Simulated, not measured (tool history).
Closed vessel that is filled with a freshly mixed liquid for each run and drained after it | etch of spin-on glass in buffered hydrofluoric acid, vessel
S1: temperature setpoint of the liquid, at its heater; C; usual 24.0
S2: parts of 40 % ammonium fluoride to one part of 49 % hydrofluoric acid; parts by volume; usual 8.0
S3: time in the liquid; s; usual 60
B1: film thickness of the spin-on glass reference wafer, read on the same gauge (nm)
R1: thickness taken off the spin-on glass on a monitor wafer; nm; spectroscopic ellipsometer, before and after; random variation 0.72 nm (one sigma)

Run 1, hour 0.0: usual settings; B1 49.99. Result: R1 178.48 nm.
Run 2, hour 50.9: usual settings but S1 23.0 C, S2 7.0 parts by volume; B1 49.98. Result: R1 193.80 nm.
Run 3, hour 86.7: usual settings; B1 50.01. Result: R1 178.28 nm.
At hour 113.5: thermometer replaced.
At hour 129.0: gauge calibrated.
Run 4, hour 145.2: usual settings; B1 50.02. Result: R1 178.35 nm.
Run 5, hour 187.4: usual settings; B1 49.96. Result: R1 178.14 nm.
Run 6, hour 237.1: usual settings but S2 9.5 parts by volume; B1 50.01. Result: R1 153.03 nm.
Run 7, hour 262.4: usual settings but S3 50 s; B1 50.02. Result: R1 148.15 nm.
Run 8, hour 300.5: usual settings but S3 50 s; B1 49.99. Result: R1 147.58 nm.
Run 9, hour 332.5: usual settings; B1 50.02. Result: R1 177.68 nm.
Run 10, hour 385.6: usual settings; B1 50.01. Result: R1 178.24 nm.
Run 11, hour 414.0: usual settings; B1 50.04. Result: R1 176.21 nm.
Run 12, hour 475.9: usual settings but S2 6.0 parts by volume, S3 45 s; B1 50.00. Result: R1 176.73 nm.
Run 13, hour 513.8: usual settings; B1 50.00. Result: R1 176.18 nm.
Run 14, hour 578.4: usual settings but S1 26.0 C, S2 9.0 parts by volume, S3 40 s; B1 49.95. Result: R1 116.43 nm.
At hour 602.3: hydrofluoric acid flow meter replaced.
Run 15, hour 614.4: usual settings; B1 49.98. Result: R1 179.68 nm.
Run 16, hour 650.7: usual settings but S1 26.5 C, S3 50 s; B1 49.99. Result: R1 172.35 nm.
Run 17, hour 717.2: usual settings; B1 50.03. Result: R1 179.94 nm.
Run 18, hour 775.1: usual settings but S1 26.5 C, S3 50 s; B1 50.00. Result: R1 172.05 nm.
Run 19, hour 815.6: usual settings but S1 25.5 C, S2 9.5 parts by volume, S3 85 s; B1 50.01. Result: R1 237.69 nm.
Run 20, hour 843.5: usual settings but S1 22.0 C, S2 6.5 parts by volume, S3 75 s; B1 49.98. Result: R1 249.61 nm.
Run 21, hour 915.0: usual settings; B1 50.03. Result: R1 181.17 nm.
Run 22, hour 945.5: usual settings but S1 29.0 C, S2 10.0 parts by volume, S3 35 s; B1 50.01. Result: R1 112.04 nm.
Run 23, hour 985.4: usual settings but S1 26.0 C, S2 5.0 parts by volume, S3 80 s; B1 50.02. Result: R1 413.91 nm.
Run 24, hour 1034.8: usual settings; B1 49.97. Result: R1 179.67 nm.
Run 25, hour 1076.9: usual settings but S1 29.0 C, S2 10.0 parts by volume; B1 50.02. Result: R1 194.94 nm.
Run 26, hour 1103.1: usual settings but S1 27.0 C; B1 50.00. Result: R1 212.37 nm.
Run 27, hour 1138.5: usual settings but S1 27.0 C, S3 30 s; B1 49.98. Result: R1 105.65 nm.
Run 28, hour 1183.6: usual settings but S2 6.0 parts by volume; B1 50.03. Result: R1 237.68 nm.
Run 29, hour 1220.3: usual settings but S1 22.5 C, S3 35 s; B1 50.02. Result: R1 96.86 nm.
Run 30, hour 1262.1: usual settings but S1 28.5 C, S2 9.0 parts by volume, S3 50 s; B1 50.03. Result: R1 168.33 nm.
Run 31, hour 1298.7: usual settings but S1 20.0 C, S2 6.5 parts by volume; B1 50.00. Result: R1 177.03 nm.
Run 32, hour 1338.6: usual settings; B1 49.99. Result: R1 179.97 nm.
Run 33, hour 1363.7: usual settings; B1 50.00. Result: R1 178.47 nm.
Run 34, hour 1426.2: usual settings; B1 49.99. Result: R1 179.62 nm.

Hidden state or all else? Some run-to-run changes of R1, split into what the settings, what came in and random variation would give without the hidden state, and what is left for the hidden state (with any gauge scatter that isn't in both results):
The hidden state here: liquid colder than its thermometer reads (K); hydrofluoric acid flow below the setpoint (%); gauge reads high (%).
Run 5 -> 6: S2 8.0 -> 9.5. R1 -25.11 nm: hidden state +1.85, all else -26.96.
Run 13 -> 14: S1 24.0 -> 26.0, S2 8.0 -> 9.0, S3 60 -> 40. R1 -59.75 nm: hidden state +2.65, all else -62.40.
Run 22 -> 23: S1 29.0 -> 26.0, S2 10.0 -> 5.0, S3 35 -> 80. R1 +301.87 nm: hidden state -2.11, all else +303.98.
Run 23 -> 24: S1 26.0 -> 24.0, S2 5.0 -> 8.0, S3 80 -> 60. R1 -234.24 nm: hidden state +1.25, all else -235.49.
Run 28 -> 29: S1 24.0 -> 22.5, S2 6.0 -> 8.0, S3 60 -> 35. R1 -140.82 nm: hidden state +1.01, all else -141.83.
